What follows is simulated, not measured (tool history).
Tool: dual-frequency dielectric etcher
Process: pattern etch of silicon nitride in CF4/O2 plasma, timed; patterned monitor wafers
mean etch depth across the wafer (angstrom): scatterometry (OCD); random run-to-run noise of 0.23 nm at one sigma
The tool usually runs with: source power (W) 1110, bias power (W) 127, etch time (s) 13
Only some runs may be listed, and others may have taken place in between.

run	day	source power (W)	bias power (W)	etch time (s)	wafers since the last listed run	hours since the last wet clean	hours since the last source power generator calibration	hours since the last bias power generator calibration	hours since the last upper electrode change	hours since the gauge calibration	read-back reference wafer on the same gauge, depth_nm	mean etch depth across the wafer (angstrom)
1	0	1110	110	13	0	132.3	1755.6	2386.9	4410.6	429.4	54.15	436.5
2	1.229	1110	110	13	382	161.8	1785.1	2416.4	4440.1	458.9	54.17	439.5
3	1.883	1110	127	13	203	177.5	1800.8	2432.1	4455.8	474.6	54.01	464.6
4	2.508	1110	127	13	194	192.5	1815.8	2447.1	4470.8	489.6	54.2	474.3
5	3.154	1110	127	13	201	208	1831.3	2462.6	4486.3	505.1	54.09	469
6	3.892	1110	127	13	229	225.7	1849	2480.3	4504	522.8	54.18	473.5
7	5.221	1110	127	13	413	257.6	1880.9	2512.2	4535.9	554.7	54.09	474.7
8	6.196	1110	127	13	303	281	1904.3	2535.6	4559.3	578.1	54.06	478.3
9	6.783	1110	127	13	182	295.1	1918.4	2549.7	4573.4	592.2	53.99	477.1
10	7.467	1110	127	13	212	311.5	1934.8	2566.1	4589.8	608.6	54.07	477.6
# day 7.675: source power generator calibrated
11	8.575	1110	127	13	293	338.1	21.6	2592.7	4616.4	635.2	54.2	479.1
12	9.679	1110	127	13	343	364.6	48.1	2619.2	4642.9	661.7	54.09	482.9
# day 9.929: gauge calibrated
13	10.25	1110	127	13	177	378.3	61.8	2632.9	4656.6	7.7	54.15	475.9
# day 10.95: bias power generator calibrated
14	11.454	1000	143	10	323	407.2	90.7	12.1	4685.5	36.6	54	361.5
15	12.254	840	127	12	249	426.4	109.9	31.3	4704.7	55.8	53.97	365.1
16	13.142	840	111	9.5	276	447.7	131.2	52.6	4726	77.1	54.08	269.5
17	13.779	1110	108	10.5	198	463	146.5	67.9	4741.3	92.4	54.18	363.2
# day 15.138: wet clean of the chamber
18	15.158	1110	127	13	118	0.5	179.6	101	4774.4	125.5	54.1	460.2
19	15.854	1240	127	14	216	17.2	196.3	117.7	4791.1	142.2	54.13	539.3
# day 19.154: upper electrode replaced
20	19.229	1300	137	12	739	98.2	277.3	198.7	1.8	223.2	54.05	497.5
21	20.5	1110	142	16	395	128.7	307.8	229.2	32.3	253.7	54.21	606.7
22	21.012	1370	127	14.5	159	141	320.1	241.5	44.6	266	53.99	611.9
23	21.717	840	127	13	219	157.9	337	258.4	61.5	282.9	54.02	383
24	22.462	1110	145	13	232	175.8	354.9	276.3	79.4	300.8	54.04	499.8
25	23.717	860	149	9.5	390	205.9	385	306.4	109.5	330.9	54.22	309.2
26	24.421	1110	127	13	219	222.8	401.9	323.3	126.4	347.8	54.13	465.9

Consider 5 possible next runs. They are alternatives, not a sequence: every one starts from the tool as it was left by run 26. What does each give?
A	24.438	1110	127	15.5	5	223.2	402.3	323.7	126.8	348.2	?	?
B	24.438	1220	95	13	5	223.2	402.3	323.7	126.8	348.2	?	?
C	24.438	840	106	11	5	223.2	402.3	323.7	126.8	348.2	?	?
D	24.438	1110	155	15.5	5	223.2	402.3	323.7	126.8	348.2	?	?
E	24.438	1310	127	13	5	223.2	402.3	323.7	126.8	348.2	?	?

run	read-back reference wafer on the same gauge, depth_nm	mean etch depth across the wafer (angstrom)
A	54.02	558.9
B	54.02	434.4
C	54.02	296.5
D	54.02	616.1
E	54.02	530.1
Take away the tool's hidden state, keep each run's random variation, and the runs would have read:
run	mean etch depth across the wafer (angstrom)
A	549.8
B	427.3
C	291.7
D	606.1
E	521.5

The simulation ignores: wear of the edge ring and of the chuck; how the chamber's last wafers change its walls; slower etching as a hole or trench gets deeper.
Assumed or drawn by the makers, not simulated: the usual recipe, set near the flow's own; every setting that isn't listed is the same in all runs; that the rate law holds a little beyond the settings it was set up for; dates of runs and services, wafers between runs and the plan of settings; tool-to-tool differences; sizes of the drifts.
